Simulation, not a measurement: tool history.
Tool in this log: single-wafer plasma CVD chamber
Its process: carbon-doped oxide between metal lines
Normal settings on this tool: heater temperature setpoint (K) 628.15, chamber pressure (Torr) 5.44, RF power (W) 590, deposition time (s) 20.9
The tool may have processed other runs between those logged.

run	day	heater temperature setpoint (K)	chamber pressure (Torr)	RF power (W)	deposition time (s)	read-back reference wafer on the same gauge, thickness_nm	mean film thickness on the monitor wafer (Å)
1	0	628.15	5.44	655	23	136.057	1353.87
2	1.971	628.15	5.44	655	23	135.998	1355.99
3	3.967	636.15	5.44	590	20.9	136.044	1151.28
# day 5.717: RF generator calibrated
4	5.842	636.15	5.44	590	20.9	135.993	1160.52
# day 5.9: gauge calibrated
5	8.233	628.15	5.44	590	20.9	136.01	1182.65
6	10.946	628.15	5.44	590	20.9	136.003	1183.65
7	12.754	628.15	5.44	590	20.9	135.935	1183.82
8	14.671	628.15	5.44	590	20.9	135.896	1179.35
# day 15.95: capacitance manometer re-zeroed and calibrated
9	16.704	634.15	4.72	590	18.8	136.02	1040.6
10	19.075	642.15	6.1	590	20.9	136.041	1149.39
11	21.058	628.15	6.79	690	24.4	136.038	1479.77
# day 22.367: thermocouple changed; heater temperature recalibrated
12	23.579	642.15	5.44	590	18.4	136.026	1004.88
13	25.612	616.15	5.44	590	20.9	135.971	1236.14
14	28.033	614.15	5.44	620	19.6	136.005	1187.2
15	30.65	642.15	6.11	620	23.4	136.043	1303.19
16	32.229	628.15	6.21	620	17.8	136.035	1040.62
17	34.817	628.15	5.44	590	20.9	135.981	1186.65
18	37.696	634.15	4.47	590	20.9	135.979	1146.7
# day 38.129: showerhead replaced
19	40.042	628.15	5.44	680	20.9	136.018	1264.48
20	41.488	639.15	4.18	545	22.2	135.993	1160.04
21	44.075	633.15	5.44	590	23.3	136.104	1302.52
22	46.625	628.15	5.87	590	20.9	135.974	1186.18
23	48.529	628.15	5.44	590	20.9	135.954	1191.63
24	51.133	640.15	5.44	590	20.9	136.058	1150.48
25	53.671	628.15	5.44	590	20.9	135.902	1184.74
26	55.721	638.15	4.45	590	20.9	136.009	1131.28
27	58.617	618.15	5.95	530	24.1	135.991	1356.33
28	60.708	628.15	5.44	590	20.9	135.991	1177.03
29	62.271	634.15	4.47	590	20.9	135.984	1144.23

3 ways to go on from here, each from the tool as it stands after run 29. What would each give?
A	62.288	632.15	5.44	590	20.9	?	?
B	62.288	628.15	5.44	705	20.9	?	?
C	62.288	641.15	6.4	705	18.4	?	?

run	read-back reference wafer on the same gauge, thickness_nm	mean film thickness on the monitor wafer (Å)
A	136.054	1167.9
B	136.054	1270.35
C	136.054	1089.88
Take away the tool's hidden state, keep each run's random variation, and the runs would have read:
run	mean film thickness on the monitor wafer (Å)
A	1167.9
B	1270.35
C	1089.88

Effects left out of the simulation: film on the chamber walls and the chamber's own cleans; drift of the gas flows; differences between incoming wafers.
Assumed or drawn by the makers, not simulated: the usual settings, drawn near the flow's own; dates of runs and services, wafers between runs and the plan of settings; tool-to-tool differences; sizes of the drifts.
